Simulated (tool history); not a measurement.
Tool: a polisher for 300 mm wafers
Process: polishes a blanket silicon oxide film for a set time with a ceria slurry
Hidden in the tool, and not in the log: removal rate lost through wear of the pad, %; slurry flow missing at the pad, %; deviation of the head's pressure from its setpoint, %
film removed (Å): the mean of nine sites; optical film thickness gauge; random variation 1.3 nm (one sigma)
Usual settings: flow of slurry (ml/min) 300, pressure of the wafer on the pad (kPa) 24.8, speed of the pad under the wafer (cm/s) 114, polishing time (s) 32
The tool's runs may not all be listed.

run,day,flow of slurry (ml/min),pressure of the wafer on the pad (kPa),speed of the pad under the wafer (cm/s),polishing time (s),wafers since the last listed run,wafers polished on this pad,hours since the slurry nozzle was cleaned,hours since the head pressure was calibrated,"incoming thickness of the incoming film, nm",film removed (Å)
1,0.000,300,22.8,114,32,0,125,684.8,306.6,885.9,1501
2,0.342,300,22.8,114,32,118,243,693.0,314.8,878.8,1467
3,0.600,300,24.8,114,32,89,332,699.2,321.0,895.3,1632
4,0.958,300,24.8,114,32,124,456,707.8,329.6,882.8,1631
5,1.492,300,24.8,114,32,184,641,720.6,342.4,895.9,1609
# day 1.833: worn pad replaced by a new one
6,1.867,300,24.8,114,40,72,11,729.6,351.4,891.4,2019
7,2.558,300,24.8,114,40,239,250,746.2,368.0,875.5,2026
8,2.979,300,24.8,114,40,145,396,756.3,378.1,882.1,1979
9,3.271,300,24.8,114,32,100,497,763.3,385.1,880.1,1613
# day 3.904: worn pad replaced by a new one
10,3.925,300,24.8,114,32,168,7,779.0,400.8,892.2,1594
11,4.333,300,24.8,114,32,141,149,788.8,410.6,884.6,1592
12,5.254,300,24.8,114,32,318,467,810.9,432.7,880.2,1605
# day 5.958: worn pad replaced by a new one
13,5.979,300,24.8,114,32,193,6,828.3,450.1,885.0,1578
# day 6.171: head pressure recalibrated
14,6.283,300,24.8,148,36,76,83,835.6,2.7,877.0,2937
15,6.838,200,30.3,92,23,191,274,848.9,16.0,888.8,1330
16,7.271,220,15.9,146,42,149,424,859.3,26.4,865.9,2066
# day 7.379: slurry nozzle cleaned
17,7.579,300,24.8,148,36,92,517,4.8,33.8,874.5,2852
18,7.879,300,28.3,114,32,103,620,12.0,41.0,871.7,2258
# day 8.288: worn pad replaced by a new one
19,8.308,365,22.1,82,28,90,7,22.3,51.3,883.9,1120
# day 8.871: head pressure recalibrated, repeated, since the last time left the tool worse
20,8.892,300,24.8,114,25,173,180,36.3,0.5,885.2,1349
21,9.050,240,24.8,114,32,54,234,40.1,4.3,882.1,1699
22,9.758,300,33.1,114,32,245,480,57.1,21.3,888.1,2312
23,10.075,300,21.4,114,42,109,589,64.7,28.9,895.5,1947
# day 10.275: worn pad replaced by a new one
24,10.725,300,24.8,114,32,167,155,80.3,44.5,886.8,1716
25,11.100,300,19.3,142,32,129,285,89.3,53.5,875.3,1672

Forecast each of these 3 alternatives for the next run:
A,11.117,300,24.8,114,32,5,291,89.7,53.9,894.6,?
B,11.117,235,22.8,114,38,5,291,89.7,53.9,894.6,?
C,11.117,340,24.8,114,28,5,291,89.7,53.9,894.6,?

run,film removed (Å)
A,1703
B,1802
C,1507
Without the tool's hidden state the same runs would have given:
run,film removed (Å)
A,1711
B,1811
C,1515
